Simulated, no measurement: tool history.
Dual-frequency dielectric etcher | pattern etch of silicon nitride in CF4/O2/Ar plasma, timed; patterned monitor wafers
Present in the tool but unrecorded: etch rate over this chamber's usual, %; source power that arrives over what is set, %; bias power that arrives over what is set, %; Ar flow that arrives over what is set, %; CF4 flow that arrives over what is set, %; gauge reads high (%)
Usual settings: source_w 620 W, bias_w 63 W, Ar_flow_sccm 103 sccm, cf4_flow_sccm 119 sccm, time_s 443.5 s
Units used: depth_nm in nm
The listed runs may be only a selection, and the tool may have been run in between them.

run     day  source_w  bias_w  Ar_flow_sccm  cf4_flow_sccm  time_s  wafers since the last listed run  hours since the last wet clean  hours since the last source power generator calibration  hours since the last bias power generator calibration  hours since the last Ar flow controller change  hours since the last CF4 flow controller change  hours since the last upper electrode change  hours since the gauge calibration  read-back reference wafer on the same gauge, depth_nm  depth_nm
  1   0.000       510      63           103            119   443.5                                 0                           464.2                                                   4457.9                                                 3799.3                                          1742.4                                           2356.7                                       2873.9                              305.9                                                 1018.7     918.5
  2   1.317       510      63           103            119   443.5                               127                           495.8                                                   4489.5                                                 3830.9                                          1774.0                                           2388.3                                       2905.5                              337.5                                                 1019.4     917.6
  3   2.262       560      63           103            141   443.5                                91                           518.5                                                   4512.2                                                 3853.6                                          1796.7                                           2411.0                                       2928.2                              360.2                                                 1020.0    1041.9
  4   3.438       620      63            89            105   443.5                               113                           546.7                                                   4540.4                                                 3881.8                                          1824.9                                           2439.2                                       2956.4                              388.4                                                 1019.8    1133.7
  5   4.788       620      63            89            119   443.5                               130                           579.1                                                   4572.8                                                 3914.2                                          1857.3                                           2471.6                                       2988.8                              420.8                                                 1020.1    1149.8
      4.988  -- gauge calibrated
  6   5.496       620      63            89            119   443.5                                68                           596.1                                                   4589.8                                                 3931.2                                          1874.3                                           2488.6                                       3005.8                               12.2                                                 1019.8    1149.4
  7   6.858       620      63            89            119   443.5                               131                           628.8                                                   4622.5                                                 3963.9                                          1907.0                                           2521.3                                       3038.5                               44.9                                                 1019.2    1149.1
  8   7.379       620      63           103            119   443.5                                50                           641.3                                                   4635.0                                                 3976.4                                          1919.5                                           2533.8                                       3051.0                               57.4                                                 1019.9    1139.5
  9   8.158       620      63           103            119   443.5                                75                           660.0                                                   4653.7                                                 3995.1                                          1938.2                                           2552.5                                       3069.7                               76.1                                                 1021.3    1134.7
 10   8.971       620      63           123            119   443.5                                78                           679.5                                                   4673.2                                                 4014.6                                          1957.7                                           2572.0                                       3089.2                               95.6                                                 1019.9    1119.9
      9.438  -- source power generator calibrated
     10.138  -- wet clean of the chamber
 11  10.158       620      70           117            119   501.0                                30                             0.5                                                     17.3                                                 4043.1                                          1986.2                                           2600.5                                       3117.7                              124.1                                                 1020.1    1296.3
     10.400  -- bias power generator calibrated
 12  10.417       620      63           103            119   443.5                                 8                             6.7                                                     23.5                                                    0.4                                          1992.4                                           2606.7                                       3123.9                              130.3                                                 1019.5    1122.8
     11.333  -- Ar flow controller replaced
 13  11.596       620      63            89            119   443.5                                89                            35.0                                                     51.8                                                   28.7                                             6.3                                           2635.0                                       3152.2                              158.6                                                 1019.6    1134.7
 14  13.046       710      63           103            119   443.5                               139                            69.8                                                     86.6                                                   63.5                                            41.1                                           2669.8                                       3187.0                              193.4                                                 1019.9    1293.5
     13.329  -- CF4 flow controller replaced
 15  13.788       690      63           103            119   443.5                                47                            87.6                                                    104.4                                                   81.3                                            58.9                                             11.0                                       3204.8                              211.2                                                 1018.9    1257.8
     15.654  -- upper electrode replaced
 16  15.675       620      63           103            134   443.5                                85                           132.9                                                    149.7                                                  126.6                                           104.2                                             56.3                                          0.5                              256.5                                                 1020.5    1141.7
 17  16.096       620      63           103            119   443.5                                40                           143.0                                                    159.8                                                  136.7                                           114.3                                             66.4                                         10.6                              266.6                                                 1021.1    1128.5
 18  17.212       620      52           103            137   443.5                               107                           169.8                                                    186.6                                                  163.5                                           141.1                                             93.2                                         37.4                              293.4                                                 1020.4    1077.3
 19  19.517       620      63           103            119   443.5                               222                           225.1                                                    241.9                                                  218.8                                           196.4                                            148.5                                         92.7                              348.7                                                 1019.5    1121.0
 20  20.762       620      63           103            130   443.5                               120                           255.0                                                    271.8                                                  248.7                                           226.3                                            178.4                                        122.6                              378.6                                                 1020.1    1142.4
 21  21.662       750      63            95            119   443.5                                86                           276.6                                                    293.4                                                  270.3                                           247.9                                            200.0                                        144.2                              400.2                                                 1019.7    1381.0
     21.929  -- gauge calibrated
 22  22.521       620      76           103            129   443.5                                82                           297.2                                                    314.0                                                  290.9                                           268.5                                            220.6                                        164.8                               14.2                                                 1020.0    1210.1

Predict each of these 3 candidate next runs independently; none follows another, all start after run 22:
  A  22.542       480      63           103            119   443.5                                 2                           297.7                                                    314.5                                                  291.4                                           269.0                                            221.1                                        165.3                               14.7                                                      ?         ?
  B  22.542       620      63           103             92   443.5                                 2                           297.7                                                    314.5                                                  291.4                                           269.0                                            221.1                                        165.3                               14.7                                                      ?         ?
  C  22.542       620      63           116            119   350.0                                 2                           297.7                                                    314.5                                                  291.4                                           269.0                                            221.1                                        165.3                               14.7                                                      ?         ?

run  read-back reference wafer on the same gauge, depth_nm  depth_nm
  A                                                 1019.9     856.6
  B                                                 1019.9    1096.1
  C                                                 1019.9     883.3
Without the tool's hidden state the same runs would have given:
run  depth_nm
  A     851.3
  B    1089.4
  C     877.8
